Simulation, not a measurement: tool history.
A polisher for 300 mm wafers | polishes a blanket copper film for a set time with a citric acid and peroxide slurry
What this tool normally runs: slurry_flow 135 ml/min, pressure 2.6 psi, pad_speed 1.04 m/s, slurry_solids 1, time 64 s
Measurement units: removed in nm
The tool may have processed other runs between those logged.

run	hour	slurry_flow	pressure	pad_speed	slurry_solids	time	wafers since the last listed run	wafers polished on this pad	hours since the slurry nozzle was cleaned	hours since the head pressure was calibrated	hours since the slurry blender was calibrated	incoming thickness of the incoming film, nm	removed
1	0	135	2.6	1.04	1.15	64	0	1026	483	774.8	236.5	1249.6	161.5
2	27	135	2.6	1.04	1.15	64	276	1302	510	801.8	263.5	1248.3	159.5
3	39	115	2.6	1.04	1	64	122	1425	522	813.8	275.5	1263.9	149.1
4	67	115	2.6	1.04	1	64	286	1712	550	841.8	303.5	1251.8	149.4
5	85.8	115	2.6	1.04	1	64	192	1904	568.8	860.6	322.3	1267.9	147.3
# hour 93.8: worn pad replaced by a new one
6	99.7	135	2.6	1.04	1	64	101	60	582.7	874.5	336.2	1233.8	155.3
7	133.6	135	2.6	1.04	1	64	346	407	616.6	908.4	370.1	1229.2	151.8
8	149.8	135	3.3	1.04	1	64	165	573	632.8	924.6	386.3	1255.3	186.7
9	243.8	135	3.3	1.04	1	64	961	1534	726.8	1018.6	480.3	1244.3	185.8
# hour 261.9: slurry blender recalibrated
10	262.2	125	3.2	1.04	0.8	78	167	1702	745.2	1037	0.3	1257.9	222.3
11	277.7	135	2.6	1.04	1.25	64	158	1861	760.7	1052.5	15.8	1271.4	162
# hour 283.9: worn pad replaced by a new one
# hour 296.8: slurry nozzle cleaned
12	297.3	135	2.6	1.04	1	64	149	126	0.5	1072.1	35.4	1258.3	155.3
13	321.3	160	1.9	1.04	1.1	44	245	372	24.5	1096.1	59.4	1227.9	84.6
14	351	135	2.6	1.04	1	64	303	676	54.2	1125.8	89.1	1235.2	156.3
15	366.6	135	2	1.04	1	64	159	835	69.8	1141.4	104.7	1236.2	124.1
# hour 381.3: head pressure recalibrated
16	391.4	135	2.6	1.3	0.75	64	233	1069	94.6	10.1	129.5	1251.5	176.1
17	410.3	160	2.6	1.04	1	64	193	1262	113.5	29	148.4	1245.8	159.9
18	428.2	135	2.6	1.04	1	48	183	1445	131.4	46.9	166.3	1240.3	116.4
19	444.7	135	2.6	1.04	1	64	168	1614	147.9	63.4	182.8	1253.5	155.2
# hour 468.7: worn pad replaced by a new one
20	480.5	135	2.6	1.04	1	64	325	121	183.7	99.2	218.6	1232	156.1
21	495.7	135	2.6	1.04	1	82	155	276	198.9	114.4	233.8	1258	195.4
22	527.5	135	2.6	1.04	1	64	325	601	230.7	146.2	265.6	1228.2	154.5
23	552.2	155	1.7	0.82	1	82	252	854	255.4	170.9	290.3	1248	117
24	581.7	135	3.3	1.04	1	64	301	1156	284.9	200.4	319.8	1239.5	189.3
25	600.1	175	2.9	1.04	1.15	64	188	1344	303.3	218.8	338.2	1254.1	178.6
26	618.7	135	2.2	1.16	1	82	190	1535	321.9	237.4	356.8	1245.8	181.1
# hour 628.8: worn pad replaced by a new one
27	640.8	135	2.6	1.04	1	64	185	122	344	259.5	378.9	1252	149.8
28	673.6	135	2.6	1.04	1.1	64	335	458	376.8	292.3	411.7	1236.2	150.5
29	697.9	120	2.6	1.04	0.75	82	248	706	401.1	316.6	436	1230	180.2

Consider 5 possible next runs. They are alternatives, not a sequence: every one starts from the tool as it was left by run 29. What does each give?
A	698.3	135	3.4	1.04	1	64	4	710	401.5	317	436.4	1264.8	?
B	698.3	135	2.6	0.88	1	64	4	710	401.5	317	436.4	1264.8	?
C	698.3	135	1.7	0.68	1	64	4	710	401.5	317	436.4	1264.8	?
D	698.3	100	2.6	1.04	1.25	64	4	710	401.5	317	436.4	1264.8	?
E	698.3	155	2.6	1.04	1.1	43	4	710	401.5	317	436.4	1264.8	?

run	removed
A	193
B	134.6
C	78.6
D	146.1
E	105.4
Without the tool's hidden state the same runs would have given:
run	removed
A	204.5
B	142.6
C	83.3
D	154.9
E	111.7
